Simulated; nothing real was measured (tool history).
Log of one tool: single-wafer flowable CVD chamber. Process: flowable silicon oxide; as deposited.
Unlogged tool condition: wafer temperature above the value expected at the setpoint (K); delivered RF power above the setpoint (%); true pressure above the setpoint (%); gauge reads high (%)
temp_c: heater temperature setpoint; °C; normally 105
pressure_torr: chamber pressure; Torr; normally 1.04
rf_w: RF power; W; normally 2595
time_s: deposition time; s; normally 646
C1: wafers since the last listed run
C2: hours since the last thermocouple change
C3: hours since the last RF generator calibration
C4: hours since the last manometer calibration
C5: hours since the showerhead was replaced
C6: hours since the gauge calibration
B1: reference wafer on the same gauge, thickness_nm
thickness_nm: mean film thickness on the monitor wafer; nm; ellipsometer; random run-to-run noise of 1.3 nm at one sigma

run 1 hour=0.0 | temp_c=105 pressure_torr=1.04 rf_w=2595 time_s=646 | C1=0 C2=1419.7 C3=780.1 C4=1200.1 C5=5905.0 C6=1358.3 | B1=540.126 | thickness_nm=454.111
run 2 hour=91.3 | temp_c=105 pressure_torr=1.04 rf_w=2595 time_s=646 | C1=198 C2=1511.0 C3=871.4 C4=1291.4 C5=5996.3 C6=1449.6 | B1=541.367 | thickness_nm=453.206
run 3 hour=141.0 | temp_c=105 pressure_torr=1.04 rf_w=2595 time_s=646 | C1=107 C2=1560.7 C3=921.1 C4=1341.1 C5=6046.0 C6=1499.3 | B1=541.867 | thickness_nm=455.258
run 4 hour=217.7 | temp_c=105 pressure_torr=1.04 rf_w=2595 time_s=646 | C1=166 C2=1637.4 C3=997.8 C4=1417.8 C5=6122.7 C6=1576.0 | B1=542.624 | thickness_nm=454.678
run 5 hour=265.7 | temp_c=105 pressure_torr=1.04 rf_w=2595 time_s=646 | C1=104 C2=1685.4 C3=1045.8 C4=1465.8 C5=6170.7 C6=1624.0 | B1=541.675 | thickness_nm=456.587
run 6 hour=305.7 | temp_c=105 pressure_torr=0.86 rf_w=2595 time_s=646 | C1=86 C2=1725.4 C3=1085.8 C4=1505.8 C5=6210.7 C6=1664.0 | B1=542.811 | thickness_nm=372.671
run 7 hour=365.5 | temp_c=105 pressure_torr=0.86 rf_w=2595 time_s=646 | C1=129 C2=1785.2 C3=1145.6 C4=1565.6 C5=6270.5 C6=1723.8 | B1=542.468 | thickness_nm=374.597
run 8 hour=427.5 | temp_c=105 pressure_torr=0.87 rf_w=2595 time_s=646 | C1=134 C2=1847.2 C3=1207.6 C4=1627.6 C5=6332.5 C6=1785.8 | B1=543.605 | thickness_nm=378.571
run 9 hour=491.8 | temp_c=105 pressure_torr=0.87 rf_w=2595 time_s=646 | C1=139 C2=1911.5 C3=1271.9 C4=1691.9 C5=6396.8 C6=1850.1 | B1=543.716 | thickness_nm=381.768
run 10 hour=582.1 | temp_c=105 pressure_torr=0.87 rf_w=2595 time_s=646 | C1=195 C2=2001.8 C3=1362.2 C4=1782.2 C5=6487.1 C6=1940.4 | B1=543.587 | thickness_nm=380.662
run 11 hour=632.1 | temp_c=105 pressure_torr=1.04 rf_w=2595 time_s=646 | C1=108 C2=2051.8 C3=1412.2 C4=1832.2 C5=6537.1 C6=1990.4 | B1=545.426 | thickness_nm=456.926
run 12 hour=714.0 | temp_c=105 pressure_torr=1.04 rf_w=2595 time_s=646 | C1=177 C2=2133.7 C3=1494.1 C4=1914.1 C5=6619.0 C6=2072.3 | B1=544.444 | thickness_nm=456.081
run 13 hour=758.3 | temp_c=105 pressure_torr=1.04 rf_w=2595 time_s=646 | C1=96 C2=2178.0 C3=1538.4 C4=1958.4 C5=6663.3 C6=2116.6 | B1=545.235 | thickness_nm=454.971
-- hour=837.1 showerhead replaced
run 14 hour=850.2 | temp_c=117 pressure_torr=1.14 rf_w=2595 time_s=602 | C1=181 C2=2269.9 C3=1630.3 C4=2050.3 C5=13.1 C6=2208.5 | B1=546.829 | thickness_nm=314.922
run 15 hour=950.0 | temp_c=105 pressure_torr=0.93 rf_w=2350 time_s=646 | C1=216 C2=2369.7 C3=1730.1 C4=2150.1 C5=112.9 C6=2308.3 | B1=546.784 | thickness_nm=405.575
run 16 hour=1013.0 | temp_c=105 pressure_torr=1.04 rf_w=3105 time_s=591 | C1=136 C2=2432.7 C3=1793.1 C4=2213.1 C5=175.9 C6=2371.3 | B1=547.010 | thickness_nm=424.235
-- hour=1056.4 thermocouple changed; heater temperature recalibrated
run 17 hour=1066.7 | temp_c=105 pressure_torr=1.04 rf_w=2990 time_s=646 | C1=99 C2=10.3 C3=1846.8 C4=2266.8 C5=229.6 C6=2425.0 | B1=547.290 | thickness_nm=461.651
run 18 hour=1115.5 | temp_c=105 pressure_torr=1.04 rf_w=2595 time_s=646 | C1=105 C2=59.1 C3=1895.6 C4=2315.6 C5=278.4 C6=2473.8 | B1=547.373 | thickness_nm=458.501
-- hour=1127.5 gauge calibrated
-- hour=1134.7 RF generator calibrated
run 19 hour=1318.5 | temp_c=96 pressure_torr=1.04 rf_w=2415 time_s=646 | C1=422 C2=262.1 C3=183.8 C4=2518.6 C5=481.4 C6=191.0 | B1=530.918 | thickness_nm=598.456
-- hour=1332.8 capacitance manometer re-zeroed and calibrated
run 20 hour=1374.1 | temp_c=117 pressure_torr=1.04 rf_w=2595 time_s=646 | C1=103 C2=317.7 C3=239.4 C4=41.3 C5=537.0 C6=246.6 | B1=531.345 | thickness_nm=299.692
run 21 hour=1439.6 | temp_c=99 pressure_torr=1.04 rf_w=2595 time_s=646 | C1=142 C2=383.2 C3=304.9 C4=106.8 C5=602.5 C6=312.1 | B1=531.805 | thickness_nm=548.810
run 22 hour=1521.4 | temp_c=105 pressure_torr=1.04 rf_w=2595 time_s=646 | C1=177 C2=465.0 C3=386.7 C4=188.6 C5=684.3 C6=393.9 | B1=532.384 | thickness_nm=447.402
run 23 hour=1612.0 | temp_c=119 pressure_torr=1.04 rf_w=2205 time_s=646 | C1=196 C2=555.6 C3=477.3 C4=279.2 C5=774.9 C6=484.5 | B1=532.972 | thickness_nm=278.829
run 24 hour=1675.0 | temp_c=105 pressure_torr=1.04 rf_w=2595 time_s=646 | C1=136 C2=618.6 C3=540.3 C4=342.2 C5=837.9 C6=547.5 | B1=533.068 | thickness_nm=445.610
run 25 hour=1782.7 | temp_c=110 pressure_torr=0.94 rf_w=2425 time_s=540 | C1=233 C2=726.3 C3=648.0 C4=449.9 C5=945.6 C6=655.2 | B1=533.468 | thickness_nm=284.195
run 26 hour=1859.9 | temp_c=105 pressure_torr=0.89 rf_w=2595 time_s=717 | C1=167 C2=803.5 C3=725.2 C4=527.1 C5=1022.8 C6=732.4 | B1=533.987 | thickness_nm=421.899
run 27 hour=1902.0 | temp_c=105 pressure_torr=1.04 rf_w=2595 time_s=702 | C1=91 C2=845.6 C3=767.3 C4=569.2 C5=1064.9 C6=774.5 | B1=534.602 | thickness_nm=489.022

Here are 5 independent what-if runs from the current tool condition. What would each one return?
run A hour=1902.6 | temp_c=105 pressure_torr=1.04 rf_w=2595 time_s=646 | C1=1 C2=846.2 C3=767.9 C4=569.8 C5=1065.5 C6=775.1 | B1=? | thickness_nm=?
run B hour=1902.6 | temp_c=105 pressure_torr=1.04 rf_w=2290 time_s=646 | C1=1 C2=846.2 C3=767.9 C4=569.8 C5=1065.5 C6=775.1 | B1=? | thickness_nm=?
run C hour=1902.6 | temp_c=105 pressure_torr=0.84 rf_w=2125 time_s=746 | C1=1 C2=846.2 C3=767.9 C4=569.8 C5=1065.5 C6=775.1 | B1=? | thickness_nm=?
run D hour=1902.6 | temp_c=105 pressure_torr=1.04 rf_w=2595 time_s=694 | C1=1 C2=846.2 C3=767.9 C4=569.8 C5=1065.5 C6=775.1 | B1=? | thickness_nm=?
run E hour=1902.6 | temp_c=111 pressure_torr=0.86 rf_w=2595 time_s=646 | C1=1 C2=846.2 C3=767.9 C4=569.8 C5=1065.5 C6=775.1 | B1=? | thickness_nm=?

run=A B1=534.202 thickness_nm=447.686
run=B B1=534.202 thickness_nm=441.615
run=C B1=534.202 thickness_nm=405.954
run=D B1=534.202 thickness_nm=480.950
run=E B1=534.202 thickness_nm=300.941
Without the tool's hidden state the same runs would have given:
run=A thickness_nm=443.938
run=B thickness_nm=437.918
run=C thickness_nm=402.556
run=D thickness_nm=476.924
run=E thickness_nm=298.422
